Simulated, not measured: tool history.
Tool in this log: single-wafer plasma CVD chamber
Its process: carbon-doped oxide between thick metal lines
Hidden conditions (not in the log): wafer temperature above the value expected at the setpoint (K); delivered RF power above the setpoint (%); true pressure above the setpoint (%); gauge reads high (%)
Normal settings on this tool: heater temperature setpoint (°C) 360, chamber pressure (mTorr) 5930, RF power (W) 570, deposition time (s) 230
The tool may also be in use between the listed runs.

run    hour  heater temperature setpoint (°C)  chamber pressure (mTorr)  RF power (W)  deposition time (s)  wafers since the last listed run  hours since the last thermocouple change  hours since the last RF generator calibration  hours since the last manometer calibration  hours since the showerhead was replaced  hours since the gauge calibration  read-back reference wafer on the same gauge, thickness_nm  mean film thickness on the monitor wafer (angstrom)
  1     0.0                               360                      5930           635                  230                                 0                                    1769.7                                         1340.3                                      2027.8                                   2364.5                             1582.9                                                   1589.398                                             14600.57
  2    67.3                               360                      5930           635                  230                               332                                    1837.0                                         1407.6                                      2095.1                                   2431.8                             1650.2                                                   1594.513                                             14642.12
  3   136.3                               367                      5930           570                  230                               341                                    1906.0                                         1476.6                                      2164.1                                   2500.8                             1719.2                                                   1590.155                                             13447.92
  4   163.8                               367                      5930           570                  230                               135                                    1933.5                                         1504.1                                      2191.6                                   2528.3                             1746.7                                                   1589.394                                             13345.15
  5   224.1                               367                      5930           570                  230                               298                                    1993.8                                         1564.4                                      2251.9                                   2588.6                             1807.0                                                   1590.393                                             13288.83
      253.1  -- thermocouple changed; heater temperature recalibrated
  6   260.8                               354                      5930           570                  230                               141                                       7.7                                         1601.1                                      2288.6                                   2625.3                             1843.7                                                   1590.212                                             13728.17
  7   331.6                               354                      5930           480                  250                               350                                      78.5                                         1671.9                                      2359.4                                   2696.1                             1914.5                                                   1591.056                                             13038.76
  8   360.8                               360                      5930           570                  189                               144                                     107.7                                         1701.1                                      2388.6                                   2725.3                             1943.7                                                   1587.592                                             11038.37
  9   418.4                               360                      5930           570                  230                               284                                     165.3                                         1758.7                                      2446.2                                   2782.9                             2001.3                                                   1592.127                                             13546.09
 10   468.4                               360                      5930           630                  230                               247                                     215.3                                         1808.7                                      2496.2                                   2832.9                             2051.3                                                   1592.188                                             14657.06
 11   495.2                               373                      5930           570                  268                               132                                     242.1                                         1835.5                                      2523.0                                   2859.7                             2078.1                                                   1589.594                                             15380.07
      521.2  -- capacitance manometer re-zeroed and calibrated
 12   541.2                               360                      5930           570                  230                               187                                     288.1                                         1881.5                                        20.0                                   2905.7                             2124.1                                                   1587.444                                             13481.96
 13   573.4                               360                      5930           570                  269                               159                                     320.3                                         1913.7                                        52.2                                   2937.9                             2156.3                                                   1590.352                                             15737.83
 14   599.2                               360                      4910           570                  230                               127                                     346.1                                         1939.5                                        78.0                                   2963.7                             2182.1                                                   1591.184                                             12994.26
 15   637.9                               348                      4970           620                  216                               191                                     384.8                                         1978.2                                       116.7                                   3002.4                             2220.8                                                   1586.080                                             13499.84
      653.4  -- showerhead replaced
      673.6  -- gauge calibrated
 16   699.1                               346                      6890           495                  273                               263                                     446.0                                         2039.4                                       177.9                                     45.7                               25.5                                                   1587.817                                             15047.64
      730.9  -- RF generator calibrated
 17   867.2                               350                      4810           570                  268                               791                                     614.1                                          136.3                                       346.0                                    213.8                              193.6                                                   1591.443                                             15639.07
 18   911.4                               350                      5930           520                  230                               218                                     658.3                                          180.5                                       390.2                                    258.0                              237.8                                                   1588.562                                             12930.36
 19   959.0                               360                      5930           570                  212                               235                                     705.9                                          228.1                                       437.8                                    305.6                              285.4                                                   1592.453                                             12558.02
 20  1025.8                               371                      6920           570                  198                               330                                     772.7                                          294.9                                       504.6                                    372.4                              352.2                                                   1588.610                                             11555.72
 21  1055.4                               360                      7090           570                  230                               146                                     802.3                                          324.5                                       534.2                                    402.0                              381.8                                                   1593.456                                             13739.52
 22  1262.3                               360                      5930           570                  230                              1022                                    1009.2                                          531.4                                       741.1                                    608.9                              588.7                                                   1594.422                                             13613.54
 23  1326.9                               360                      5930           655                  230                               319                                    1073.8                                          596.0                                       805.7                                    673.5                              653.3                                                   1588.435                                             15025.80
 24  1395.1                               360                      5930           570                  230                               337                                    1142.0                                          664.2                                       873.9                                    741.7                              721.5                                                   1591.900                                             13561.46

Forecast run 25:
 25  1433.2                               360                      5400           570                  191                               188                                    1180.1                                          702.3                                       912.0                                    779.8                              759.6                                                          ?                                                    ?

{"run 25": {"read-back reference wafer on the same gauge, thickness_nm": 1589.021, "mean film thickness on the monitor wafer (angstrom)": 11006.16}}
If the tool had no hidden condition, the same run with the same run-to-run variation would have returned mean film thickness on the monitor wafer (angstrom) 11006.16.
